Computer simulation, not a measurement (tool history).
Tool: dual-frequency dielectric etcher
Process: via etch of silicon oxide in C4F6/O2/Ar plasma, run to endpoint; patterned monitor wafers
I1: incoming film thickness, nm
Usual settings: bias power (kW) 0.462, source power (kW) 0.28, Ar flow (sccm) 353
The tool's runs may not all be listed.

{"run": 1, "hour": 0.0, "bias power (kW)": 0.462, "source power (kW)": 0.28, "Ar flow (sccm)": 353, "I1": 106.3, "endpoint time (s)": 24.3}
{"run": 2, "hour": 105.3, "bias power (kW)": 0.462, "source power (kW)": 0.31, "Ar flow (sccm)": 353, "I1": 106.7, "endpoint time (s)": 23.7}
{"run": 3, "hour": 188.9, "bias power (kW)": 0.462, "source power (kW)": 0.31, "Ar flow (sccm)": 353, "I1": 105.8, "endpoint time (s)": 23.3}
{"run": 4, "hour": 243.8, "bias power (kW)": 0.401, "source power (kW)": 0.28, "Ar flow (sccm)": 353, "I1": 106, "endpoint time (s)": 25.9}
{"hour": 278.8, "done": "wet clean of the chamber, repeated, since the last time left the tool worse"}
{"run": 5, "hour": 325.9, "bias power (kW)": 0.43, "source power (kW)": 0.28, "Ar flow (sccm)": 302, "I1": 105.7, "endpoint time (s)": 25.9}
{"hour": 414.2, "done": "Ar flow controller replaced"}
{"run": 6, "hour": 414.7, "bias power (kW)": 0.423, "source power (kW)": 0.35, "Ar flow (sccm)": 419, "I1": 106.2, "endpoint time (s)": 24.9}
{"run": 7, "hour": 446.6, "bias power (kW)": 0.401, "source power (kW)": 0.28, "Ar flow (sccm)": 353, "I1": 106.1, "endpoint time (s)": 27}
{"run": 8, "hour": 504.2, "bias power (kW)": 0.462, "source power (kW)": 0.3, "Ar flow (sccm)": 353, "I1": 105.9, "endpoint time (s)": 25.2}
{"run": 9, "hour": 542.5, "bias power (kW)": 0.462, "source power (kW)": 0.24, "Ar flow (sccm)": 353, "I1": 106, "endpoint time (s)": 27.4}
{"run": 10, "hour": 634.9, "bias power (kW)": 0.462, "source power (kW)": 0.28, "Ar flow (sccm)": 353, "I1": 105.2, "endpoint time (s)": 25.7}
{"run": 11, "hour": 682.9, "bias power (kW)": 0.382, "source power (kW)": 0.3, "Ar flow (sccm)": 274, "I1": 106.4, "endpoint time (s)": 26.9}
{"run": 12, "hour": 768.7, "bias power (kW)": 0.462, "source power (kW)": 0.28, "Ar flow (sccm)": 353, "I1": 107.4, "endpoint time (s)": 26.8}
{"run": 13, "hour": 814.4, "bias power (kW)": 0.462, "source power (kW)": 0.28, "Ar flow (sccm)": 386, "I1": 106, "endpoint time (s)": 26.6}
{"run": 14, "hour": 891.1, "bias power (kW)": 0.462, "source power (kW)": 0.28, "Ar flow (sccm)": 353, "I1": 106.2, "endpoint time (s)": 26.5}
{"run": 15, "hour": 935.5, "bias power (kW)": 0.361, "source power (kW)": 0.21, "Ar flow (sccm)": 320, "I1": 106, "endpoint time (s)": 32}
{"hour": 989.6, "done": "wet clean of the chamber"}
{"run": 16, "hour": 990.1, "bias power (kW)": 0.462, "source power (kW)": 0.28, "Ar flow (sccm)": 353, "I1": 104.9, "endpoint time (s)": 25.4}
{"run": 17, "hour": 1036.4, "bias power (kW)": 0.379, "source power (kW)": 0.24, "Ar flow (sccm)": 353, "I1": 105.8, "endpoint time (s)": 29.1}
{"run": 18, "hour": 1075.5, "bias power (kW)": 0.462, "source power (kW)": 0.28, "Ar flow (sccm)": 417, "I1": 106.5, "endpoint time (s)": 25.9}
{"hour": 1105.5, "done": "upper electrode replaced"}
{"run": 19, "hour": 1123.7, "bias power (kW)": 0.462, "source power (kW)": 0.26, "Ar flow (sccm)": 353, "I1": 106, "endpoint time (s)": 26.4}
{"run": 20, "hour": 1175.4, "bias power (kW)": 0.462, "source power (kW)": 0.25, "Ar flow (sccm)": 414, "I1": 106.7, "endpoint time (s)": 27.7}
{"run": 21, "hour": 1216.1, "bias power (kW)": 0.362, "source power (kW)": 0.35, "Ar flow (sccm)": 409, "I1": 106.2, "endpoint time (s)": 26.5}
{"run": 22, "hour": 1283.0, "bias power (kW)": 0.462, "source power (kW)": 0.28, "Ar flow (sccm)": 353, "I1": 105.8, "endpoint time (s)": 26.1}
{"run": 23, "hour": 1371.3, "bias power (kW)": 0.41, "source power (kW)": 0.28, "Ar flow (sccm)": 353, "I1": 105, "endpoint time (s)": 26.9}
{"run": 24, "hour": 1476.6, "bias power (kW)": 0.462, "source power (kW)": 0.28, "Ar flow (sccm)": 353, "I1": 106, "endpoint time (s)": 26.3}
{"hour": 1592.3, "done": "wet clean of the chamber"}
{"run": 25, "hour": 1592.8, "bias power (kW)": 0.462, "source power (kW)": 0.28, "Ar flow (sccm)": 376, "I1": 106.2, "endpoint time (s)": 25.8}
{"run": 26, "hour": 1629.9, "bias power (kW)": 0.431, "source power (kW)": 0.22, "Ar flow (sccm)": 409, "I1": 104.9, "endpoint time (s)": 28.7}
{"run": 27, "hour": 1721.9, "bias power (kW)": 0.462, "source power (kW)": 0.28, "Ar flow (sccm)": 353, "I1": 107.1, "endpoint time (s)": 26}
{"run": 28, "hour": 1820.7, "bias power (kW)": 0.557, "source power (kW)": 0.26, "Ar flow (sccm)": 309, "I1": 106.6, "endpoint time (s)": 24.8}
{"run": 29, "hour": 1919.2, "bias power (kW)": 0.462, "source power (kW)": 0.28, "Ar flow (sccm)": 353, "I1": 105.6, "endpoint time (s)": 26}

4 ways to go on from here, each from the tool as it stands after run 29. What would each give?
{"run": "A", "hour": 1919.6, "bias power (kW)": 0.462, "source power (kW)": 0.28, "Ar flow (sccm)": 353, "I1": 105.3, "endpoint time (s)": "?"}
{"run": "B", "hour": 1919.6, "bias power (kW)": 0.505, "source power (kW)": 0.28, "Ar flow (sccm)": 353, "I1": 105.3, "endpoint time (s)": "?"}
{"run": "C", "hour": 1919.6, "bias power (kW)": 0.528, "source power (kW)": 0.23, "Ar flow (sccm)": 415, "I1": 105.3, "endpoint time (s)": "?"}
{"run": "D", "hour": 1919.6, "bias power (kW)": 0.534, "source power (kW)": 0.32, "Ar flow (sccm)": 353, "I1": 105.3, "endpoint time (s)": "?"}

run=A endpoint_time_(s)=25.8
run=B endpoint_time_(s)=25
run=C endpoint_time_(s)=26.7
run=D endpoint_time_(s)=23.3
Without the tool's hidden state the same runs would have given:
run=A endpoint_time_(s)=25.3
run=B endpoint_time_(s)=24.5
run=C endpoint_time_(s)=26.2
run=D endpoint_time_(s)=22.9
